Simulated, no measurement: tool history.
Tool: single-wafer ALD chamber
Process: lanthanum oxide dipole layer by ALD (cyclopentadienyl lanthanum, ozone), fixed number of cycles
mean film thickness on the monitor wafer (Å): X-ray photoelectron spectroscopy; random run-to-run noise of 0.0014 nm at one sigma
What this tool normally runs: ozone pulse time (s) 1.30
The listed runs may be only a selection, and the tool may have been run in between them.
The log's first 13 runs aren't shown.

run,hour,ozone pulse time (s),"read-back reference wafer on the same gauge, thickness_nm",mean film thickness on the monitor wafer (Å)
14,1208.8,1.59,0.649,5.77
15,1309.8,1.50,0.649,5.68
16,1387.1,1.12,0.649,5.21
17,1429.1,1.48,0.649,5.66
18,1528.6,0.94,0.649,4.82
19,1596.0,0.91,0.649,4.72
20,1682.4,1.30,0.649,5.48
# hour 1714.6: thermocouple changed; heater temperature recalibrated
21,1764.1,1.30,0.649,5.46
22,1827.9,0.80,0.649,4.37
23,1882.7,1.30,0.649,5.49
24,1939.1,1.30,0.649,5.45
25,2041.2,1.30,0.649,5.48
26,2085.4,0.78,0.650,4.31
# hour 2119.2: ozone generator serviced
27,2159.6,1.30,0.649,5.60
28,2232.3,1.03,0.649,5.17
29,2286.5,0.82,0.649,4.60
30,2357.7,1.30,0.649,5.55
31,2443.6,0.79,0.649,4.47
32,2528.0,1.52,0.649,5.72
33,2574.3,1.01,0.649,5.04
34,2663.4,0.83,0.649,4.54

Here are 4 independent what-if runs from the current tool condition. What would each one return?
A,2663.8,1.30,?,?
B,2663.8,0.90,?,?
C,2663.8,1.75,?,?
D,2663.8,0.88,?,?

run,"read-back reference wafer on the same gauge, thickness_nm",mean film thickness on the monitor wafer (Å)
A,0.649,5.50
B,0.649,4.75
C,0.649,5.85
D,0.649,4.69
Take away the tool's hidden state, keep each run's random variation, and the runs would have read:
run,mean film thickness on the monitor wafer (Å)
A,5.63
B,4.95
C,5.92
D,4.90

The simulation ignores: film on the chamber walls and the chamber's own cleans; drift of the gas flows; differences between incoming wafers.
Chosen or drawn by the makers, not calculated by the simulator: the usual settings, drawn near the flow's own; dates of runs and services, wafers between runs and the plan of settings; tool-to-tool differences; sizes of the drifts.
